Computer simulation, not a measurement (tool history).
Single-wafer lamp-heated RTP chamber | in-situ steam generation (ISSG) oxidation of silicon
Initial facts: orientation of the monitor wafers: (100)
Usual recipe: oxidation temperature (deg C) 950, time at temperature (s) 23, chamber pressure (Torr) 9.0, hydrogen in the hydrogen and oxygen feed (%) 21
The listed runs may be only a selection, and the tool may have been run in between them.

run	hour	oxidation temperature (deg C)	time at temperature (s)	chamber pressure (Torr)	hydrogen in the hydrogen and oxygen feed (%)	read-back reference wafer on the same gauge, thickness	oxide thickness on the monitor wafer (nm)
1	0.0	950	23	9.0	21	4.138	4.692
2	57.4	950	23	9.0	21	4.141	4.693
3	154.9	950	23	9.0	21	4.141	4.697
# hour 169.9: pyrometer window cleaned and pyrometer calibrated
4	194.8	950	27	9.0	21	4.140	4.973
5	232.9	950	27	9.0	21	4.138	4.978
6	345.5	950	27	9.0	21	4.143	5.008
7	441.6	950	23	9.0	21	4.135	4.673
8	506.0	950	23	9.0	21	4.140	4.682
9	597.6	950	23	9.0	21	4.141	4.696
10	645.5	960	23	9.0	21	4.142	4.836
11	745.0	960	23	9.0	21	4.135	4.857
# hour 812.7: gauge calibrated
# hour 815.0: pyrometer window cleaned and pyrometer calibrated
12	815.5	950	23	9.0	21	4.139	4.625
13	849.4	950	23	9.0	21	4.142	4.617
14	946.8	942	32	7.7	24	4.139	5.451
# hour 1002.4: hydrogen flow controller replaced
15	1031.5	950	15	9.0	30	4.140	4.296
16	1119.8	950	15	8.2	21	4.134	3.989
17	1214.6	950	23	9.0	21	4.142	4.681
18	1255.8	950	23	9.0	21	4.140	4.690
# hour 1349.8: pyrometer window cleaned and pyrometer calibrated
19	1351.9	950	27	9.0	15	4.140	4.626
20	1389.0	966	23	9.0	28	4.138	5.249
21	1444.5	950	23	9.9	26	4.138	4.837
22	1501.0	957	23	9.0	11	4.145	4.182
23	1600.5	931	23	9.0	27	4.138	4.666
24	1696.2	943	19	9.0	27	4.138	4.473
# hour 1735.8: pressure gauge zeroed
25	1790.5	950	30	9.0	21	4.134	5.301
26	1886.3	950	23	9.0	21	4.136	4.697
27	1939.3	950	23	9.0	21	4.142	4.685
# hour 1950.8: pyrometer window cleaned and pyrometer calibrated
28	2031.0	960	19	8.4	28	4.141	4.795
29	2131.7	950	23	9.0	21	4.142	4.671
30	2228.8	950	23	9.5	27	4.139	4.900
31	2308.8	959	28	8.2	28	4.135	5.656
32	2357.7	961	26	10.0	13	4.139	4.572

Selected run-to-run steps in oxide thickness on the monitor wafer (nm), each split into two signed amounts: the part the tool would show with no hidden state at all (from settings, incoming material and random variation), and the remainder, which goes to the hidden state together with any gauge scatter not common to the measured and the hidden-state-free results:
Hidden conditions of the tool in this case: true wafer temperature minus pyrometer reading, K; true pressure minus gauge reading, Torr; deviation of the hydrogen flow from its setpoint, %; gauge reads high (%).
Run 3 -> 4: time at temperature (s) 23 -> 27, pyrometer window cleaned and pyrometer calibrated. oxide thickness on the monitor wafer (nm) +0.276: hidden state -0.045, all else +0.321.
Run 11 -> 12: oxidation temperature (deg C) 960 -> 950, gauge calibrated, pyrometer window cleaned and pyrometer calibrated. oxide thickness on the monitor wafer (nm) -0.232: hidden state -0.067, all else -0.165.
Run 13 -> 14: oxidation temperature (deg C) 950 -> 942, time at temperature (s) 23 -> 32, chamber pressure (Torr) 9.0 -> 7.7, hydrogen in the hydrogen and oxygen feed (%) 21 -> 24. oxide thickness on the monitor wafer (nm) +0.834: hidden state +0.028, all else +0.806.
Run 14 -> 15: oxidation temperature (deg C) 942 -> 950, time at temperature (s) 32 -> 15, chamber pressure (Torr) 7.7 -> 9.0, hydrogen in the hydrogen and oxygen feed (%) 24 -> 30, hydrogen flow controller replaced. oxide thickness on the monitor wafer (nm) -1.155: hidden state -0.006, all else -1.149.
Run 18 -> 19: time at temperature (s) 23 -> 27, hydrogen in the hydrogen and oxygen feed (%) 21 -> 15, pyrometer window cleaned and pyrometer calibrated. oxide thickness on the monitor wafer (nm) -0.064: hidden state -0.050, all else -0.014.
Run 31 -> 32: oxidation temperature (deg C) 959 -> 961, time at temperature (s) 28 -> 26, chamber pressure (Torr) 8.2 -> 10.0, hydrogen in the hydrogen and oxygen feed (%) 28 -> 13. oxide thickness on the monitor wafer (nm) -1.084: hidden state -0.013, all else -1.071.
